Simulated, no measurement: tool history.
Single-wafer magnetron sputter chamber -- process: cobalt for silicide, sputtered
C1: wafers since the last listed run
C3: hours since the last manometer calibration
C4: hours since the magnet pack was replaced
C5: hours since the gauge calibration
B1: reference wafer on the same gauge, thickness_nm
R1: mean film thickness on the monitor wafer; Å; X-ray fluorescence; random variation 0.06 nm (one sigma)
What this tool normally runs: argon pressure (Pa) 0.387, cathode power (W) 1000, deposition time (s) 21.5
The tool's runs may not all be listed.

Run 1, hour 0: usual settings; C1 0; wafers on the sputter target 10669; C3 954.3; C4 8210.2; C5 590.1; B1 12.105. Result: R1 100.82 Å.
Run 2, hour 43.4: usual settings; C1 707; wafers on the sputter target 11377; C3 997.7; C4 8253.6; C5 633.5; B1 12.081. Result: R1 100.49 Å.
Run 3, hour 103.7: usual settings; C1 982; wafers on the sputter target 12359; C3 1058; C4 8313.9; C5 693.8; B1 12.122. Result: R1 100.49 Å.
Run 4, hour 140.3: usual settings; C1 596; wafers on the sputter target 12956; C3 1094.6; C4 8350.5; C5 730.4; B1 12.094. Result: R1 101.19 Å.
At hour 174.1: sputter target and shields replaced.
Run 5, hour 228.3: usual settings; C1 1303; wafers on the sputter target 883; C3 1182.6; C4 8438.5; C5 818.4; B1 12.106. Result: R1 101.21 Å.
Run 6, hour 332.3: usual settings; C1 1695; wafers on the sputter target 2578; C3 1286.6; C4 8542.5; C5 922.4; B1 12.109. Result: R1 101.81 Å.
Run 7, hour 431.2: usual settings but deposition time (s) 23.4; C1 1611; wafers on the sputter target 4190; C3 1385.5; C4 8641.4; C5 1021.3; B1 12.103. Result: R1 111.04 Å.
Run 8, hour 528.7: usual settings but cathode power (W) 1150; C1 1589; wafers on the sputter target 5779; C3 1483; C4 8738.9; C5 1118.8; B1 12.1. Result: R1 116.52 Å.
Run 9, hour 605.1: usual settings but cathode power (W) 850; C1 1245; wafers on the sputter target 7024; C3 1559.4; C4 8815.3; C5 1195.2; B1 12.108. Result: R1 86.43 Å.
Run 10, hour 669.5: usual settings but argon pressure (Pa) 0.304, cathode power (W) 900, deposition time (s) 23.4; C1 1049; wafers on the sputter target 8074; C3 1623.8; C4 8879.7; C5 1259.6; B1 12.104. Result: R1 102.42 Å.
At hour 701.7: capacitance manometer re-zeroed and calibrated.
At hour 895.6: sputter target and shields replaced.
Run 11, hour 952.4: usual settings; C1 4350; wafers on the sputter target 925; C3 250.7; C4 9162.6; C5 1542.5; B1 12.081. Result: R1 100.99 Å.
Run 12, hour 1014.3: usual settings; C1 1008; wafers on the sputter target 1934; C3 312.6; C4 9224.5; C5 1604.4; B1 12.102. Result: R1 100.93 Å.
Run 13, hour 1093.4: usual settings but argon pressure (Pa) 0.322; C1 1289; wafers on the sputter target 3223; C3 391.7; C4 9303.6; C5 1683.5; B1 12.102. Result: R1 103.16 Å.
Run 14, hour 1140.4: usual settings but argon pressure (Pa) 0.319, cathode power (W) 1250, deposition time (s) 18.1; C1 766; wafers on the sputter target 3989; C3 438.7; C4 9350.6; C5 1730.5; B1 12.111. Result: R1 108.15 Å.
Run 15, hour 1229.8: usual settings but argon pressure (Pa) 0.437, cathode power (W) 800, deposition time (s) 17.9; C1 1457; wafers on the sputter target 5446; C3 528.1; C4 9440; C5 1819.9; B1 12.1. Result: R1 66.84 Å.
Run 16, hour 1312.4: usual settings but argon pressure (Pa) 0.339, cathode power (W) 1100; C1 1346; wafers on the sputter target 6793; C3 610.7; C4 9522.6; C5 1902.5; B1 12.095. Result: R1 113.62 Å.
At hour 1370: gauge calibrated.
Run 17, hour 1396.2: usual settings but argon pressure (Pa) 0.461, cathode power (W) 750; C1 1365; wafers on the sputter target 8158; C3 694.5; C4 9606.4; C5 26.2; B1 12.088. Result: R1 74.25 Å.
Run 18, hour 1443.5: usual settings; C1 770; wafers on the sputter target 8929; C3 741.8; C4 9653.7; C5 73.5; B1 12.094. Result: R1 101.09 Å.
At hour 1521.5: sputter target and shields replaced.
Run 19, hour 1524.5: usual settings but argon pressure (Pa) 0.437, cathode power (W) 800, deposition time (s) 17.9; C1 1189; wafers on the sputter target 49; C3 822.8; C4 9734.7; C5 154.5; B1 12.096. Result: R1 66.7 Å.
Run 20, hour 1606.2: usual settings but argon pressure (Pa) 0.505, cathode power (W) 1200; C1 1331; wafers on the sputter target 1381; C3 904.5; C4 9816.4; C5 236.2; B1 12.091. Result: R1 118.53 Å.
Run 21, hour 1652.5: usual settings but deposition time (s) 19.1; C1 754; wafers on the sputter target 2135; C3 950.8; C4 9862.7; C5 282.5; B1 12.101. Result: R1 91.09 Å.
At hour 1685.3: magnet pack replaced.
Run 22, hour 1723.6: usual settings but argon pressure (Pa) 0.466; C1 1028; wafers on the sputter target 3164; C3 1021.9; C4 38.3; C5 353.6; B1 12.093. Result: R1 98.96 Å.
Run 23, hour 1826.3: usual settings; C1 1673; wafers on the sputter target 4838; C3 1124.6; C4 141; C5 456.3; B1 12.1. Result: R1 101.74 Å.
Run 24, hour 1890.4: usual settings but argon pressure (Pa) 0.271; C1 1044; wafers on the sputter target 5882; C3 1188.7; C4 205.1; C5 520.4; B1 12.099. Result: R1 105.12 Å.
Run 25, hour 1978.3: usual settings; C1 1432; wafers on the sputter target 7315; C3 1276.6; C4 293; C5 608.3; B1 12.1. Result: R1 100.44 Å.
Run 26, hour 2076.6: usual settings; C1 1602; wafers on the sputter target 8917; C3 1374.9; C4 391.3; C5 706.6; B1 12.099. Result: R1 102.14 Å.
Run 27, hour 2174.5: usual settings; C1 1595; wafers on the sputter target 10513; C3 1472.8; C4 489.2; C5 804.5; B1 12.092. Result: R1 101.73 Å.
Run 28, hour 2215.5: usual settings but cathode power (W) 1100; C1 668; wafers on the sputter target 11181; C3 1513.8; C4 530.2; C5 845.5; B1 12.108. Result: R1 110.68 Å.
Run 29, hour 2265: usual settings but argon pressure (Pa) 0.482; C1 806; wafers on the sputter target 11988; C3 1563.3; C4 579.7; C5 895; B1 12.101. Result: R1 97.66 Å.
At hour 2276.2: sputter target and shields replaced.
Run 30, hour 2360.8: usual settings but cathode power (W) 900, deposition time (s) 19.9; C1 1431; wafers on the sputter target 1378; C3 1659.1; C4 675.5; C5 990.8; B1 12.101. Result: R1 85.71 Å.
Run 31, hour 2450.7: usual settings; C1 1465; wafers on the sputter target 2843; C3 1749; C4 765.4; C5 1080.7; B1 12.101. Result: R1 101.56 Å.
Run 32, hour 2489.1: usual settings; C1 625; wafers on the sputter target 3469; C3 1787.4; C4 803.8; C5 1119.1; B1 12.091. Result: R1 101.15 Å.
Run 33, hour 2574.7: usual settings but argon pressure (Pa) 0.321, cathode power (W) 1250, deposition time (s) 23.5; C1 1395; wafers on the sputter target 4864; C3 1873; C4 889.4; C5 1204.7; B1 12.111. Result: R1 140.44 Å.
At hour 2603.7: capacitance manometer re-zeroed and calibrated.
Run 34, hour 2670.8: usual settings but argon pressure (Pa) 0.427, cathode power (W) 1200, deposition time (s) 18.8; C1 1435; wafers on the sputter target 6300; C3 67.1; C4 985.5; C5 1300.8; B1 12.107. Result: R1 106.14 Å.

Describe how what the log doesn't record of the tool's condition differs between the last listed run preceding each entry between runs and the first listed run following it.
Run 4 -> run 5: sputter target and shields replaced (hour 174.1)
  no hidden state differs between the two runs
Run 10 -> run 11: capacitance manometer re-zeroed and calibrated (hour 701.7); sputter target and shields replaced (hour 895.6)
  no hidden state differs between the two runs
Run 16 -> run 17: gauge calibrated (hour 1370)
  no hidden state differs between the two runs
Run 18 -> run 19: sputter target and shields replaced (hour 1521.5)
  no hidden state differs between the two runs
Run 21 -> run 22: magnet pack replaced (hour 1685.3)
  no hidden state differs between the two runs
Run 29 -> run 30: sputter target and shields replaced (hour 2276.2)
  no hidden state differs between the two runs
Run 33 -> run 34: capacitance manometer re-zeroed and calibrated (hour 2603.7)
  no hidden state differs between the two runs
